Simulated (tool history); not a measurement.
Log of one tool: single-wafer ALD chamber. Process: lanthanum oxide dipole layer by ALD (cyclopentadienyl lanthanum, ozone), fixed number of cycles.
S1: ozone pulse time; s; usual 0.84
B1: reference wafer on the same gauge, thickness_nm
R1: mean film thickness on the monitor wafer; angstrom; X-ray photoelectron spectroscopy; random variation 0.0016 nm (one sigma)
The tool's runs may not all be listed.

| run | hour | S1 | B1 | R1 |
|---|---|---|---|---|
| 1 | 0.0 | 0.84 | 0.441 | 4.12 |
| 2 | 89.3 | 0.84 | 0.441 | 4.12 |
| 3 | 152.4 | 0.84 | 0.441 | 4.11 |
|  | 245.1 | ozone generator serviced |
| 4 | 252.8 | 0.84 | 0.441 | 4.23 |
| 5 | 343.9 | 0.84 | 0.441 | 4.21 |
| 6 | 441.9 | 0.96 | 0.441 | 4.42 |
| 7 | 573.4 | 0.96 | 0.441 | 4.41 |
| 8 | 658.1 | 0.84 | 0.442 | 4.20 |
| 9 | 877.9 | 0.84 | 0.441 | 4.17 |
| 10 | 941.2 | 0.84 | 0.442 | 4.17 |
| 11 | 1011.8 | 0.84 | 0.442 | 4.18 |
|  | 1029.1 | showerhead replaced, of another model than before |
| 12 | 1100.4 | 0.93 | 0.440 | 4.32 |
| 13 | 1189.3 | 0.55 | 0.441 | 3.71 |
|  | 1230.6 | gauge calibrated |
| 14 | 1247.1 | 0.55 | 0.441 | 3.70 |
| 15 | 1283.8 | 1.12 | 0.441 | 4.49 |
| 16 | 1332.7 | 1.05 | 0.441 | 4.42 |
| 17 | 1420.3 | 0.61 | 0.440 | 3.79 |
| 18 | 1526.8 | 1.11 | 0.441 | 4.48 |
|  | 1549.8 | thermocouple changed; heater temperature recalibrated |
| 19 | 1626.3 | 0.84 | 0.441 | 4.13 |
| 20 | 1663.2 | 0.70 | 0.441 | 3.94 |
| 21 | 1713.0 | 0.72 | 0.441 | 3.98 |
| 22 | 1781.8 | 0.84 | 0.441 | 4.13 |
| 23 | 1838.8 | 0.58 | 0.440 | 3.70 |
| 24 | 1885.0 | 0.65 | 0.442 | 3.85 |
| 25 | 1933.3 | 0.84 | 0.441 | 4.12 |
|  | 2022.9 | ozone generator serviced |
| 26 | 2034.3 | 0.97 | 0.441 | 4.38 |
| 27 | 2122.3 | 0.71 | 0.441 | 4.03 |
| 28 | 2174.7 | 0.52 | 0.441 | 3.68 |
| 29 | 2278.7 | 0.55 | 0.441 | 3.73 |
| 30 | 2378.6 | 0.66 | 0.441 | 3.94 |
| 31 | 2440.8 | 0.57 | 0.441 | 3.78 |
| 32 | 2546.8 | 0.84 | 0.441 | 4.21 |
| 33 | 2630.8 | 0.51 | 0.442 | 3.65 |

The next listed run, before its measurement:
| 34 | 2680.3 | 0.84 | ? | ? |

B1: 0.441
R1: 4.18 angstrom
Without the tool's hidden state the same run would have given R1 4.21 angstrom.
